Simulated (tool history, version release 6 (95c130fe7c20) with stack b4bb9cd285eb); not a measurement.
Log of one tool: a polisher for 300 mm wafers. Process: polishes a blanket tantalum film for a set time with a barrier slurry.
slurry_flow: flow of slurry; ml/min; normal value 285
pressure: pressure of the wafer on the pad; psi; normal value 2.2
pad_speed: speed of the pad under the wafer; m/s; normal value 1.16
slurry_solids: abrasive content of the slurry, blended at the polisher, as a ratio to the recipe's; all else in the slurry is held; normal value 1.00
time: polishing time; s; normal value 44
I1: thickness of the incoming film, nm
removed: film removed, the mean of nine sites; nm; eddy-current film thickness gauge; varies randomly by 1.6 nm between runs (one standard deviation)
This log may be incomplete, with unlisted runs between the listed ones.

{"run": 1, "hour": 0.0, "slurry_flow": 240, "pressure": 2.2, "pad_speed": 1.16, "slurry_solids": 1.0, "time": 44, "I1": 346.5, "removed": 108.3}
{"run": 2, "hour": 109.8, "slurry_flow": 240, "pressure": 2.2, "pad_speed": 1.16, "slurry_solids": 1.0, "time": 44, "I1": 345.9, "removed": 100.3}
{"hour": 142.8, "done": "slurry nozzle cleaned"}
{"hour": 157.4, "done": "worn pad replaced by a new one"}
{"hour": 265.6, "done": "slurry blender recalibrated"}
{"hour": 267.0, "done": "head pressure recalibrated"}
{"run": 3, "hour": 389.4, "slurry_flow": 240, "pressure": 2.2, "pad_speed": 1.16, "slurry_solids": 1.0, "time": 44, "I1": 354.1, "removed": 106.9}
{"run": 4, "hour": 494.4, "slurry_flow": 285, "pressure": 1.8, "pad_speed": 1.16, "slurry_solids": 1.2, "time": 44, "I1": 349.0, "removed": 91.7}
{"run": 5, "hour": 586.4, "slurry_flow": 285, "pressure": 1.8, "pad_speed": 1.16, "slurry_solids": 1.2, "time": 44, "I1": 347.8, "removed": 93.5}
{"hour": 637.3, "done": "slurry nozzle cleaned"}
{"run": 6, "hour": 676.1, "slurry_flow": 285, "pressure": 2.2, "pad_speed": 1.36, "slurry_solids": 1.0, "time": 44, "I1": 355.0, "removed": 134.6}
{"hour": 738.3, "done": "worn pad replaced by a new one"}
{"run": 7, "hour": 738.8, "slurry_flow": 285, "pressure": 2.2, "pad_speed": 1.36, "slurry_solids": 1.0, "time": 44, "I1": 348.7, "removed": 132.9}
{"hour": 830.1, "done": "slurry blender recalibrated"}
{"run": 8, "hour": 834.0, "slurry_flow": 285, "pressure": 2.2, "pad_speed": 1.36, "slurry_solids": 1.0, "time": 44, "I1": 353.0, "removed": 131.7}
{"run": 9, "hour": 938.0, "slurry_flow": 340, "pressure": 2.2, "pad_speed": 1.16, "slurry_solids": 1.15, "time": 44, "I1": 350.2, "removed": 115.0}
{"run": 10, "hour": 1044.8, "slurry_flow": 285, "pressure": 2.2, "pad_speed": 1.16, "slurry_solids": 1.0, "time": 44, "I1": 351.4, "removed": 108.8}
{"run": 11, "hour": 1139.1, "slurry_flow": 285, "pressure": 2.2, "pad_speed": 1.16, "slurry_solids": 1.0, "time": 44, "I1": 353.9, "removed": 108.3}
{"hour": 1184.0, "done": "slurry nozzle cleaned"}
{"run": 12, "hour": 1193.7, "slurry_flow": 285, "pressure": 2.2, "pad_speed": 1.16, "slurry_solids": 0.8, "time": 44, "I1": 350.2, "removed": 107.8}
{"hour": 1268.9, "done": "worn pad replaced by a new one"}
{"run": 13, "hour": 1273.0, "slurry_flow": 285, "pressure": 2.2, "pad_speed": 1.16, "slurry_solids": 0.8, "time": 44, "I1": 351.2, "removed": 109.0}
{"run": 14, "hour": 1352.3, "slurry_flow": 240, "pressure": 2.2, "pad_speed": 1.16, "slurry_solids": 1.0, "time": 44, "I1": 347.4, "removed": 109.4}
{"hour": 1373.4, "done": "slurry blender recalibrated"}
{"run": 15, "hour": 1402.8, "slurry_flow": 285, "pressure": 2.2, "pad_speed": 0.84, "slurry_solids": 1.1, "time": 44, "I1": 352.9, "removed": 83.4}
{"run": 16, "hour": 1443.8, "slurry_flow": 250, "pressure": 1.5, "pad_speed": 1.16, "slurry_solids": 1.0, "time": 44, "I1": 351.8, "removed": 75.8}
{"run": 17, "hour": 1527.7, "slurry_flow": 285, "pressure": 2.2, "pad_speed": 1.16, "slurry_solids": 1.0, "time": 44, "I1": 346.4, "removed": 111.9}
{"hour": 1568.4, "done": "head pressure recalibrated"}
{"run": 18, "hour": 1610.2, "slurry_flow": 215, "pressure": 1.7, "pad_speed": 1.16, "slurry_solids": 0.9, "time": 48, "I1": 345.4, "removed": 86.2}
{"run": 19, "hour": 1650.0, "slurry_flow": 320, "pressure": 1.4, "pad_speed": 1.16, "slurry_solids": 1.0, "time": 52, "I1": 350.0, "removed": 82.4}
{"hour": 1689.8, "done": "slurry nozzle cleaned"}
{"run": 20, "hour": 1714.6, "slurry_flow": 285, "pressure": 2.2, "pad_speed": 1.16, "slurry_solids": 1.0, "time": 44, "I1": 346.5, "removed": 112.5}
{"hour": 1728.1, "done": "worn pad replaced by a new one"}
{"run": 21, "hour": 1822.2, "slurry_flow": 215, "pressure": 2.2, "pad_speed": 0.82, "slurry_solids": 1.0, "time": 44, "I1": 348.0, "removed": 77.8}
{"hour": 1856.4, "done": "slurry blender recalibrated"}
{"run": 22, "hour": 1875.4, "slurry_flow": 335, "pressure": 1.7, "pad_speed": 1.16, "slurry_solids": 1.1, "time": 44, "I1": 351.6, "removed": 90.4}
{"run": 23, "hour": 1930.3, "slurry_flow": 325, "pressure": 2.9, "pad_speed": 1.16, "slurry_solids": 1.15, "time": 44, "I1": 348.7, "removed": 151.5}
{"run": 24, "hour": 1993.5, "slurry_flow": 285, "pressure": 2.2, "pad_speed": 1.16, "slurry_solids": 1.0, "time": 39, "I1": 349.9, "removed": 99.7}
{"run": 25, "hour": 2089.7, "slurry_flow": 360, "pressure": 2.7, "pad_speed": 1.34, "slurry_solids": 0.8, "time": 44, "I1": 357.7, "removed": 154.0}
{"hour": 2148.2, "done": "slurry nozzle cleaned"}
{"run": 26, "hour": 2169.3, "slurry_flow": 285, "pressure": 2.2, "pad_speed": 1.48, "slurry_solids": 1.0, "time": 50, "I1": 344.6, "removed": 161.6}
{"hour": 2196.7, "done": "worn pad replaced by a new one"}
{"run": 27, "hour": 2270.4, "slurry_flow": 285, "pressure": 2.9, "pad_speed": 1.54, "slurry_solids": 1.2, "time": 44, "I1": 348.1, "removed": 204.8}
{"run": 28, "hour": 2357.7, "slurry_flow": 375, "pressure": 2.2, "pad_speed": 1.16, "slurry_solids": 0.9, "time": 52, "I1": 353.1, "removed": 133.4}
{"hour": 2410.1, "done": "slurry blender recalibrated"}
{"run": 29, "hour": 2433.7, "slurry_flow": 325, "pressure": 1.5, "pad_speed": 1.16, "slurry_solids": 1.15, "time": 44, "I1": 346.4, "removed": 79.3}

5 ways to go on from here, each from the tool as it stands after run 29. What would each give?
{"run": "A", "hour": 2434.1, "slurry_flow": 285, "pressure": 2.2, "pad_speed": 1.16, "slurry_solids": 1.0, "time": 44, "I1": 348.8, "removed": "?"}
{"run": "B", "hour": 2434.1, "slurry_flow": 285, "pressure": 1.6, "pad_speed": 1.26, "slurry_solids": 1.0, "time": 49, "I1": 348.8, "removed": "?"}
{"run": "C", "hour": 2434.1, "slurry_flow": 210, "pressure": 2.2, "pad_speed": 1.16, "slurry_solids": 0.7, "time": 44, "I1": 348.8, "removed": "?"}
{"run": "D", "hour": 2434.1, "slurry_flow": 285, "pressure": 1.5, "pad_speed": 1.16, "slurry_solids": 1.0, "time": 44, "I1": 348.8, "removed": "?"}
{"run": "E", "hour": 2434.1, "slurry_flow": 375, "pressure": 2.6, "pad_speed": 0.84, "slurry_solids": 0.9, "time": 44, "I1": 348.8, "removed": "?"}

run=A removed=111.1
run=B removed=97.7
run=C removed=101.0
run=D removed=75.7
run=E removed=95.8
Stripped of hidden state, with their random variation kept, the same runs would have yielded:
run=A removed=112.7
run=B removed=99.2
run=C removed=103.0
run=D removed=76.9
run=E removed=96.9

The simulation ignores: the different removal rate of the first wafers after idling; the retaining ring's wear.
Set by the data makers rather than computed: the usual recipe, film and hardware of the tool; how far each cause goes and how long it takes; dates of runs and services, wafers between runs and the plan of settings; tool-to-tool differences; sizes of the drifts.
